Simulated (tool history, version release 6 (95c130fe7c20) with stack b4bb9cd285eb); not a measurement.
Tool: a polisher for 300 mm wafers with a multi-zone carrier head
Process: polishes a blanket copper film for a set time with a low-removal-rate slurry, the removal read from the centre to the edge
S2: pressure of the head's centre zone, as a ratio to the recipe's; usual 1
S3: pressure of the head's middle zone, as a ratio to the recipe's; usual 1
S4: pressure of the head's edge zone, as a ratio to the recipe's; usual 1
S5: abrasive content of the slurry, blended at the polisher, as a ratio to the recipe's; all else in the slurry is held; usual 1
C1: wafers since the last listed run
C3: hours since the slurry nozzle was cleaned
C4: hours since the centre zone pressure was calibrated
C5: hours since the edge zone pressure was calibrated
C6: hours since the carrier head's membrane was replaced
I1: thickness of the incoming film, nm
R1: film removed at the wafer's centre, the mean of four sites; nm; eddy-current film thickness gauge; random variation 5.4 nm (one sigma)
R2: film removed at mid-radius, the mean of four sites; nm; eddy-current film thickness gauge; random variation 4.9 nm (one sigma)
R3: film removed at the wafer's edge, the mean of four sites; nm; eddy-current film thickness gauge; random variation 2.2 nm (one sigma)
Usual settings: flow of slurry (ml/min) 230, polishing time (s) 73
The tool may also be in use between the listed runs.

Run 1, day 0: usual settings but flow of slurry (ml/min) 190, S4 1.09; C1 0; wafers polished on this pad 3574; C3 235.3; C4 254.5; C5 169.5; C6 1198.2; I1 1392.6. Result: R1 325.7 nm, R2 325 nm, R3 334.5 nm.
Run 2, day 2.8: usual settings but S4 1.07; C1 434; wafers polished on this pad 4008; C3 302.5; C4 321.7; C5 236.7; C6 1265.4; I1 1375.8. Result: R1 342.7 nm, R2 318.8 nm, R3 329.9 nm.
At day 7.117: worn pad replaced by a new one.
Run 3, day 7.167: usual settings but S3 1.11, S4 1.11, S5 0.9, polishing time (s) 85; C1 651; wafers polished on this pad 7; C3 407.3; C4 426.5; C5 341.5; C6 1370.2; I1 1397.4. Result: R1 436.9 nm, R2 447.7 nm, R3 421.4 nm.
Run 4, day 9.712: usual settings; C1 395; wafers polished on this pad 403; C3 468.4; C4 487.6; C5 402.6; C6 1431.3; I1 1408.8. Result: R1 378.3 nm, R2 356.2 nm, R3 353.6 nm.
Run 5, day 11.712: usual settings but flow of slurry (ml/min) 255, S2 1.1, S5 1.15, polishing time (s) 47; C1 310; wafers polished on this pad 713; C3 516.4; C4 535.6; C5 450.6; C6 1479.3; I1 1400.9. Result: R1 278.1 nm, R2 239.3 nm, R3 236.6 nm.
Run 6, day 15.1: usual settings but S4 1.04, S5 1.15, polishing time (s) 55; C1 525; wafers polished on this pad 1239; C3 597.7; C4 616.9; C5 531.9; C6 1560.6; I1 1420.9. Result: R1 294.2 nm, R2 279.6 nm, R3 276.5 nm.
At day 17.054: edge zone pressure recalibrated.
At day 17.4: slurry nozzle cleaned.
Run 7, day 17.625: usual settings but S2 0.88, S4 1.07; C1 372; wafers polished on this pad 1611; C3 5.4; C4 677.5; C5 13.7; C6 1621.2; I1 1375.5. Result: R1 339.4 nm, R2 353.7 nm, R3 357.7 nm.
Run 8, day 21.858: usual settings but flow of slurry (ml/min) 310, S2 1.09, S3 0.9, polishing time (s) 92; C1 657; wafers polished on this pad 2269; C3 107; C4 779.1; C5 115.3; C6 1722.8; I1 1392.3. Result: R1 524.4 nm, R2 402.9 nm, R3 435.7 nm.
Run 9, day 26.088: usual settings; C1 656; wafers polished on this pad 2925; C3 208.5; C4 880.6; C5 216.8; C6 1824.3; I1 1396.2. Result: R1 372.3 nm, R2 333.3 nm, R3 327.9 nm.
At day 27.146: centre zone pressure recalibrated.
Run 10, day 29.583: usual settings but S2 1.03, S3 1.09, S4 0.94; C1 529; wafers polished on this pad 3455; C3 292.4; C4 58.5; C5 300.7; C6 1908.2; I1 1413.6. Result: R1 333.3 nm, R2 353.2 nm, R3 314.3 nm.
At day 31.062: worn pad replaced by a new one.
At day 34.925: carrier head's membrane replaced by a new one.
Run 11, day 42.092: usual settings but S2 0.94, S5 1.25; C1 1883; wafers polished on this pad 1680; C3 592.6; C4 358.7; C5 600.9; C6 172; I1 1400. Result: R1 363.8 nm, R2 372.3 nm, R3 372.7 nm.
At day 44.383: slurry nozzle cleaned.
Run 12, day 44.808: usual settings but flow of slurry (ml/min) 155; C1 415; wafers polished on this pad 2095; C3 10.2; C4 423.9; C5 666.1; C6 237.2; I1 1415.3. Result: R1 341.8 nm, R2 339.6 nm, R3 330.8 nm.
At day 45.075: edge zone pressure recalibrated.
Run 13, day 48.908: usual settings; C1 623; wafers polished on this pad 2718; C3 108.6; C4 522.3; C5 92; C6 335.6; I1 1418.8. Result: R1 357.7 nm, R2 354.1 nm, R3 339.7 nm.
Run 14, day 50.446: usual settings but flow of slurry (ml/min) 295, S2 1.08, polishing time (s) 89; C1 238; wafers polished on this pad 2957; C3 145.5; C4 559.2; C5 128.9; C6 372.5; I1 1405.3. Result: R1 477.7 nm, R2 420.1 nm, R3 415 nm.
Run 15, day 53.812: usual settings but flow of slurry (ml/min) 280, S3 1.07; C1 522; wafers polished on this pad 3480; C3 226.3; C4 640; C5 209.7; C6 453.3; I1 1402.6. Result: R1 361 nm, R2 364.7 nm, R3 332.6 nm.
At day 54.758: worn pad replaced by a new one.
Run 16, day 56.004: usual settings but S4 0.89; C1 314; wafers polished on this pad 193; C3 278.9; C4 692.6; C5 262.3; C6 505.9; I1 1408.8. Result: R1 382 nm, R2 364 nm, R3 334.1 nm.
Run 17, day 60.375: usual settings but flow of slurry (ml/min) 200; C1 678; wafers polished on this pad 871; C3 383.8; C4 797.5; C5 367.2; C6 610.8; I1 1401.9. Result: R1 390.2 nm, R2 346.8 nm, R3 345.6 nm.
Run 18, day 64.85: usual settings but S4 1.06; C1 694; wafers polished on this pad 1566; C3 491.2; C4 904.9; C5 474.6; C6 718.2; I1 1403.1. Result: R1 394.6 nm, R2 355.1 nm, R3 359.3 nm.
Run 19, day 67.133: usual settings but polishing time (s) 56; C1 354; wafers polished on this pad 1920; C3 546; C4 959.7; C5 529.4; C6 773; I1 1378.1. Result: R1 289.5 nm, R2 270.8 nm, R3 264.8 nm.
Run 20, day 69.004: usual settings; C1 290; wafers polished on this pad 2211; C3 590.9; C4 1004.6; C5 574.3; C6 817.9; I1 1384.5. Result: R1 388.1 nm, R2 350.2 nm, R3 341.2 nm.
At day 69.596: centre zone pressure recalibrated.
At day 72.192: slurry nozzle cleaned.
Run 21, day 72.738: usual settings but S2 0.92, S5 1.2, polishing time (s) 81; C1 560; wafers polished on this pad 2771; C3 13.1; C4 75.4; C5 663.9; C6 907.5; I1 1402. Result: R1 362.8 nm, R2 395.4 nm, R3 391.2 nm.
At day 75.158: edge zone pressure recalibrated.
Run 22, day 75.179: usual settings; C1 366; wafers polished on this pad 3137; C3 71.7; C4 134; C5 0.5; C6 966.1; I1 1399.4. Result: R1 331.9 nm, R2 334 nm, R3 331.1 nm.

Measured less the same run without the tool's hidden state. The same run-to-run variation is in both; the gauge's scatter may not be:
The hidden state here: removal rate lost through wear of the pad, %; slurry flow missing at the pad, %; deviation of the centre zone's pressure from its setpoint, %; deviation of the edge zone's pressure from its setpoint, %.
run     R1     R2     R3
  1  -20.9  -31.1  -31.9
  2  -27.5  -38.9  -40.3
  3    +14   -8.6     -8
  4  +14.6   -7.3   -7.1
  5  +11.6   -5.5   -5.3
  6  +13.3   -8.3   -8.1
  7  +15.6  -13.3  -13.3
  8  +20.8  -22.6  -24.2
  9  +10.9  -27.1  -26.5
 10  -37.6  -38.1  -33.9
 11   +3.7   -9.5   -9.5
 12   +2.6  -12.5  -12.1
 13   -0.4    -21    -20
 14     -3  -29.1  -28.6
 15   -7.2  -34.7  -31.5
 16  +23.6   -5.1   -4.5
 17  +27.1   -6.5   -6.4
 18  +28.1  -10.9  -10.8
 19  +20.2  -10.6  -10.2
 20    +26  -16.7  -16.1
 21  -26.4  -26.9  -26.6
 22    -27  -28.5  -28.1
